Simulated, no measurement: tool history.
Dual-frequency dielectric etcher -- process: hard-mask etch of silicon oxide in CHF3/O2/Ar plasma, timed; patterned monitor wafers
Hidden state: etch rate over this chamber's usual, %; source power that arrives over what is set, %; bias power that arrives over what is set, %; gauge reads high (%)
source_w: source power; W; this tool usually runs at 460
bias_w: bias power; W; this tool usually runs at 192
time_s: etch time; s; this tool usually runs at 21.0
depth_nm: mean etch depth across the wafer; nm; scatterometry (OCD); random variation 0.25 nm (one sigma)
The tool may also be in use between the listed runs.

| run | day | source_w | bias_w | time_s | wafers since the last listed run | hours since the last wet clean | hours since the last source power generator calibration | hours since the last bias power generator calibration | hours since the last upper electrode change | hours since the gauge calibration | read-back reference wafer on the same gauge, depth_nm | depth_nm |
|---|---|---|---|---|---|---|---|---|---|---|---|---|
| 1 | 0.000 | 460 | 192 | 21.0 | 0 | 565.7 | 3329.8 | 4807.7 | 4352.7 | 137.8 | 40.35 | 40.71 |
| 2 | 0.312 | 460 | 192 | 21.0 | 86 | 573.2 | 3337.3 | 4815.2 | 4360.2 | 145.3 | 40.58 | 40.55 |
| 3 | 0.917 | 460 | 192 | 21.0 | 166 | 587.7 | 3351.8 | 4829.7 | 4374.7 | 159.8 | 40.60 | 40.79 |
| 4 | 1.446 | 460 | 158 | 19.0 | 146 | 600.4 | 3364.5 | 4842.4 | 4387.4 | 172.5 | 40.45 | 35.75 |
| 5 | 1.912 | 460 | 158 | 19.0 | 128 | 611.6 | 3375.7 | 4853.6 | 4398.6 | 183.7 | 40.57 | 35.70 |
|  | 3.767 | wet clean of the chamber |
| 6 | 3.842 | 460 | 212 | 21.0 | 256 | 1.8 | 3422.0 | 4899.9 | 4444.9 | 230.0 | 40.47 | 39.61 |
| 7 | 4.412 | 460 | 212 | 21.0 | 157 | 15.5 | 3435.7 | 4913.6 | 4458.6 | 243.7 | 40.41 | 40.02 |
| 8 | 4.921 | 460 | 212 | 21.0 | 140 | 27.7 | 3447.9 | 4925.8 | 4470.8 | 255.9 | 40.54 | 39.62 |
| 9 | 5.300 | 460 | 192 | 21.0 | 104 | 36.8 | 3457.0 | 4934.9 | 4479.9 | 265.0 | 40.59 | 39.27 |
| 10 | 5.912 | 460 | 192 | 22.5 | 169 | 51.5 | 3471.7 | 4949.6 | 4494.6 | 279.7 | 40.53 | 41.55 |
| 11 | 6.204 | 460 | 192 | 22.5 | 80 | 58.5 | 3478.7 | 4956.6 | 4501.6 | 286.7 | 40.65 | 42.01 |
|  | 6.562 | gauge calibrated |
|  | 6.912 | bias power generator calibrated |
| 12 | 6.933 | 550 | 218 | 26.0 | 155 | 76.0 | 3496.2 | 0.5 | 4519.1 | 8.9 | 40.60 | 53.48 |
| 13 | 7.042 | 510 | 179 | 16.0 | 29 | 78.6 | 3498.8 | 3.1 | 4521.7 | 11.5 | 40.57 | 30.71 |
| 14 | 7.558 | 460 | 192 | 22.5 | 142 | 91.0 | 3511.2 | 15.5 | 4534.1 | 23.9 | 40.58 | 41.79 |
| 15 | 7.992 | 460 | 219 | 21.0 | 119 | 101.4 | 3521.6 | 25.9 | 4544.5 | 34.3 | 40.51 | 40.34 |
|  | 9.296 | upper electrode replaced |
| 16 | 9.317 | 460 | 165 | 21.0 | 89 | 133.2 | 3553.4 | 57.7 | 0.5 | 66.1 | 40.52 | 38.46 |
| 17 | 9.329 | 550 | 229 | 16.5 | 3 | 133.5 | 3553.7 | 58.0 | 0.8 | 66.4 | 40.43 | 34.26 |
| 18 | 9.342 | 460 | 192 | 21.0 | 3 | 133.8 | 3554.0 | 58.3 | 1.1 | 66.7 | 40.44 | 39.07 |
| 19 | 9.754 | 410 | 237 | 26.0 | 113 | 143.7 | 3563.9 | 68.2 | 11.0 | 76.6 | 40.57 | 48.47 |
| 20 | 10.033 | 460 | 192 | 21.0 | 77 | 150.4 | 3570.6 | 74.9 | 17.7 | 83.3 | 40.42 | 39.46 |
| 21 | 10.596 | 380 | 158 | 21.0 | 155 | 163.9 | 3584.1 | 88.4 | 31.2 | 96.8 | 40.61 | 34.87 |
|  | 10.825 | source power generator calibrated |
| 22 | 11.162 | 580 | 173 | 19.0 | 110 | 177.5 | 8.1 | 102.0 | 44.8 | 110.4 | 40.54 | 38.65 |
| 23 | 11.579 | 390 | 192 | 21.0 | 114 | 187.5 | 18.1 | 112.0 | 54.8 | 120.4 | 40.61 | 36.71 |
| 24 | 11.871 | 510 | 192 | 21.0 | 80 | 194.5 | 25.1 | 119.0 | 61.8 | 127.4 | 40.55 | 41.15 |
| 25 | 12.508 | 460 | 192 | 17.0 | 175 | 209.8 | 40.4 | 134.3 | 77.1 | 142.7 | 40.43 | 32.06 |
| 26 | 13.012 | 380 | 172 | 21.0 | 139 | 221.9 | 52.5 | 146.4 | 89.2 | 154.8 | 40.47 | 35.43 |
| 27 | 13.342 | 420 | 192 | 25.5 | 90 | 229.8 | 60.4 | 154.3 | 97.1 | 162.7 | 40.38 | 46.12 |
| 28 | 13.850 | 420 | 207 | 24.5 | 140 | 242.0 | 72.6 | 166.5 | 109.3 | 174.9 | 40.45 | 45.18 |
| 29 | 14.354 | 460 | 192 | 21.0 | 139 | 254.1 | 84.7 | 178.6 | 121.4 | 187.0 | 40.35 | 39.98 |
| 30 | 15.054 | 460 | 192 | 27.0 | 193 | 270.9 | 101.5 | 195.4 | 138.2 | 203.8 | 40.42 | 50.76 |

Here are 4 independent what-if runs from the current tool condition. What would each one return?
| A | 15.071 | 540 | 192 | 21.0 | 4 | 271.3 | 101.9 | 195.8 | 138.6 | 204.2 | ? | ? |
| B | 15.071 | 360 | 208 | 25.5 | 4 | 271.3 | 101.9 | 195.8 | 138.6 | 204.2 | ? | ? |
| C | 15.071 | 560 | 192 | 23.5 | 4 | 271.3 | 101.9 | 195.8 | 138.6 | 204.2 | ? | ? |
| D | 15.071 | 420 | 192 | 21.0 | 4 | 271.3 | 101.9 | 195.8 | 138.6 | 204.2 | ? | ? |

| run | read-back reference wafer on the same gauge, depth_nm | depth_nm |
|---|---|---|
| A | 40.41 | 42.92 |
| B | 40.41 | 44.45 |
| C | 40.41 | 48.77 |
| D | 40.41 | 38.54 |
The same runs, with their run-to-run variation unchanged, on a tool lacking any hidden condition would have given:
| run | depth_nm |
|---|---|
| A | 41.98 |
| B | 43.48 |
| C | 47.71 |
| D | 37.70 |
